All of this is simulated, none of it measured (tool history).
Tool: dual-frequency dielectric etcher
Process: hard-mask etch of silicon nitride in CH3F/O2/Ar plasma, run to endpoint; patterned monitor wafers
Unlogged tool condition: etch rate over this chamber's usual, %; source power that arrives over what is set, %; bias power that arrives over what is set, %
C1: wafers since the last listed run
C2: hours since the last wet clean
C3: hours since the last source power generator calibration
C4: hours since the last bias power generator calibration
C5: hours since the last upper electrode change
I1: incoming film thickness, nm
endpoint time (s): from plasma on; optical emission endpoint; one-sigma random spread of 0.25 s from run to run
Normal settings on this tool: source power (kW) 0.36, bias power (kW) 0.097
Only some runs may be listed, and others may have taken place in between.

run 1 day=0 | source_power_(kW)=0.36 bias_power_(kW)=0.097 | C1=0 C2=324.6 C3=3306.6 C4=4904 C5=1655.2 | I1=50.5 | endpoint_time_(s)=70.4
run 2 day=1.162 | source_power_(kW)=0.36 bias_power_(kW)=0.097 | C1=411 C2=352.5 C3=3334.5 C4=4931.9 C5=1683.1 | I1=50.3 | endpoint_time_(s)=70.6
-- day=4.054 wet clean of the chamber
run 3 day=4.075 | source_power_(kW)=0.36 bias_power_(kW)=0.097 | C1=677 C2=0.5 C3=3404.4 C4=5001.8 C5=1753 | I1=50 | endpoint_time_(s)=67.9
run 4 day=6.033 | source_power_(kW)=0.36 bias_power_(kW)=0.097 | C1=693 C2=47.5 C3=3451.4 C4=5048.8 C5=1800 | I1=50.4 | endpoint_time_(s)=69
run 5 day=8.654 | source_power_(kW)=0.36 bias_power_(kW)=0.097 | C1=928 C2=110.4 C3=3514.3 C4=5111.7 C5=1862.9 | I1=50.5 | endpoint_time_(s)=69.1
-- day=10.95 bias power generator calibrated
run 6 day=11.425 | source_power_(kW)=0.36 bias_power_(kW)=0.097 | C1=922 C2=176.9 C3=3580.8 C4=11.4 C5=1929.4 | I1=50.1 | endpoint_time_(s)=69
run 7 day=13.862 | source_power_(kW)=0.36 bias_power_(kW)=0.097 | C1=863 C2=235.4 C3=3639.3 C4=69.9 C5=1987.9 | I1=50.5 | endpoint_time_(s)=70.2
run 8 day=15.662 | source_power_(kW)=0.36 bias_power_(kW)=0.097 | C1=637 C2=278.6 C3=3682.5 C4=113.1 C5=2031.1 | I1=50.3 | endpoint_time_(s)=69.8
run 9 day=17.671 | source_power_(kW)=0.36 bias_power_(kW)=0.097 | C1=711 C2=326.8 C3=3730.7 C4=161.3 C5=2079.3 | I1=50.3 | endpoint_time_(s)=70.4
-- day=18.521 source power generator calibrated
run 10 day=19.233 | source_power_(kW)=0.44 bias_power_(kW)=0.083 | C1=494 C2=364.3 C3=17.1 C4=198.8 C5=2116.8 | I1=50.5 | endpoint_time_(s)=69.8
-- day=21.292 upper electrode replaced
-- day=21.983 wet clean of the chamber
run 11 day=22.004 | source_power_(kW)=0.36 bias_power_(kW)=0.108 | C1=383 C2=0.5 C3=83.6 C4=265.3 C5=17.1 | I1=50.4 | endpoint_time_(s)=65.4
run 12 day=23.3 | source_power_(kW)=0.4 bias_power_(kW)=0.079 | C1=459 C2=31.6 C3=114.7 C4=296.4 C5=48.2 | I1=50.8 | endpoint_time_(s)=70.3
run 13 day=25.238 | source_power_(kW)=0.41 bias_power_(kW)=0.114 | C1=686 C2=78.1 C3=161.2 C4=342.9 C5=94.7 | I1=50.5 | endpoint_time_(s)=61.8
run 14 day=26.929 | source_power_(kW)=0.36 bias_power_(kW)=0.097 | C1=599 C2=118.7 C3=201.8 C4=383.5 C5=135.3 | I1=50.2 | endpoint_time_(s)=68.1
run 15 day=28.192 | source_power_(kW)=0.36 bias_power_(kW)=0.091 | C1=447 C2=149 C3=232.1 C4=413.8 C5=165.6 | I1=49.5 | endpoint_time_(s)=68.9
run 16 day=29.842 | source_power_(kW)=0.36 bias_power_(kW)=0.097 | C1=584 C2=188.6 C3=271.7 C4=453.4 C5=205.2 | I1=50.3 | endpoint_time_(s)=68.9

What was the tool's hidden state at every run in the log?
source power that arrives over what is set, %: 0 at every run
bias power that arrives over what is set, %: 0 at every run
H1: etch rate over this chamber's usual, %
run=1 H1=-3.18
run=2 H1=-3.47
run=3 H1=-0.443
run=4 H1=-0.934
run=5 H1=-1.59
run=6 H1=-2.29
run=7 H1=-2.9
run=8 H1=-3.35
run=9 H1=-3.86
run=10 H1=-4.25
run=11 H1=0.552
run=12 H1=0.227
run=13 H1=-0.26
run=14 H1=-0.684
run=15 H1=-1
run=16 H1=-1.42

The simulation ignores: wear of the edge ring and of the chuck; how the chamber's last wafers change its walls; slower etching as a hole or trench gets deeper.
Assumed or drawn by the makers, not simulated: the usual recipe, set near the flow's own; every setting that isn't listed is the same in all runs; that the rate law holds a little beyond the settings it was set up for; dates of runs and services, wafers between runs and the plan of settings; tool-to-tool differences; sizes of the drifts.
